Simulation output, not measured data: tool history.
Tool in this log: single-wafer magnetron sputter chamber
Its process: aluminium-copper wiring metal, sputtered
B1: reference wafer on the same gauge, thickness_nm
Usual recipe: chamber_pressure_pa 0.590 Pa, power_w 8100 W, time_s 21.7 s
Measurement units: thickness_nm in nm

run 1 hour=0.0 | chamber_pressure_pa=0.476 power_w=8100 time_s=21.7 | B1=262.667 | thickness_nm=300.550
run 2 hour=11.3 | chamber_pressure_pa=0.590 power_w=8100 time_s=21.7 | B1=263.046 | thickness_nm=280.084
run 3 hour=18.3 | chamber_pressure_pa=0.590 power_w=8100 time_s=21.7 | B1=263.224 | thickness_nm=278.568
run 4 hour=32.0 | chamber_pressure_pa=0.590 power_w=8100 time_s=20.6 | B1=262.849 | thickness_nm=265.926
run 5 hour=44.9 | chamber_pressure_pa=0.523 power_w=8100 time_s=21.7 | B1=262.797 | thickness_nm=287.897
run 6 hour=52.8 | chamber_pressure_pa=0.523 power_w=8100 time_s=21.7 | B1=263.175 | thickness_nm=287.413
-- hour=60.8 gauge calibrated
run 7 hour=68.5 | chamber_pressure_pa=0.523 power_w=8100 time_s=21.7 | B1=262.801 | thickness_nm=289.610
run 8 hour=81.5 | chamber_pressure_pa=0.590 power_w=6800 time_s=21.7 | B1=262.982 | thickness_nm=241.036
run 9 hour=93.5 | chamber_pressure_pa=0.590 power_w=8100 time_s=21.7 | B1=263.274 | thickness_nm=276.191
-- hour=110.4 sputter target and shields replaced
run 10 hour=110.9 | chamber_pressure_pa=0.396 power_w=7200 time_s=21.7 | B1=262.949 | thickness_nm=291.012
-- hour=119.1 magnet pack replaced
-- hour=143.2 capacitance manometer re-zeroed and calibrated
run 11 hour=143.7 | chamber_pressure_pa=0.590 power_w=8100 time_s=18.6 | B1=263.203 | thickness_nm=238.582
run 12 hour=151.3 | chamber_pressure_pa=0.452 power_w=9350 time_s=21.7 | B1=262.735 | thickness_nm=340.063
-- hour=160.7 gauge calibrated
run 13 hour=174.8 | chamber_pressure_pa=0.382 power_w=6550 time_s=21.7 | B1=263.219 | thickness_nm=264.399
run 14 hour=189.1 | chamber_pressure_pa=0.790 power_w=8100 time_s=21.7 | B1=263.209 | thickness_nm=248.858
run 15 hour=198.6 | chamber_pressure_pa=0.464 power_w=8100 time_s=23.6 | B1=262.831 | thickness_nm=322.365
-- hour=214.2 sputter target and shields replaced
run 16 hour=216.5 | chamber_pressure_pa=0.389 power_w=8100 time_s=21.7 | B1=262.624 | thickness_nm=317.650

Each row is a separate what-if for the run after 16, all from the same tool condition, not one after another. Results?
run A hour=216.9 | chamber_pressure_pa=0.590 power_w=8100 time_s=25.0 | B1=? | thickness_nm=?
run B hour=216.9 | chamber_pressure_pa=0.456 power_w=9700 time_s=23.6 | B1=? | thickness_nm=?
run C hour=216.9 | chamber_pressure_pa=0.676 power_w=8100 time_s=19.3 | B1=? | thickness_nm=?
run D hour=216.9 | chamber_pressure_pa=0.452 power_w=6800 time_s=21.7 | B1=? | thickness_nm=?
run E hour=216.9 | chamber_pressure_pa=0.590 power_w=8100 time_s=19.7 | B1=? | thickness_nm=?

run=A B1=262.748 thickness_nm=329.093
run=B B1=262.748 thickness_nm=387.699
run=C B1=262.748 thickness_nm=242.510
run=D B1=262.748 thickness_nm=268.645
run=E B1=262.748 thickness_nm=259.325
With the hidden condition removed and each run's random variation left untouched, the same runs would have given:
run=A thickness_nm=330.261
run=B thickness_nm=389.074
run=C thickness_nm=243.370
run=D thickness_nm=269.598
run=E thickness_nm=260.245
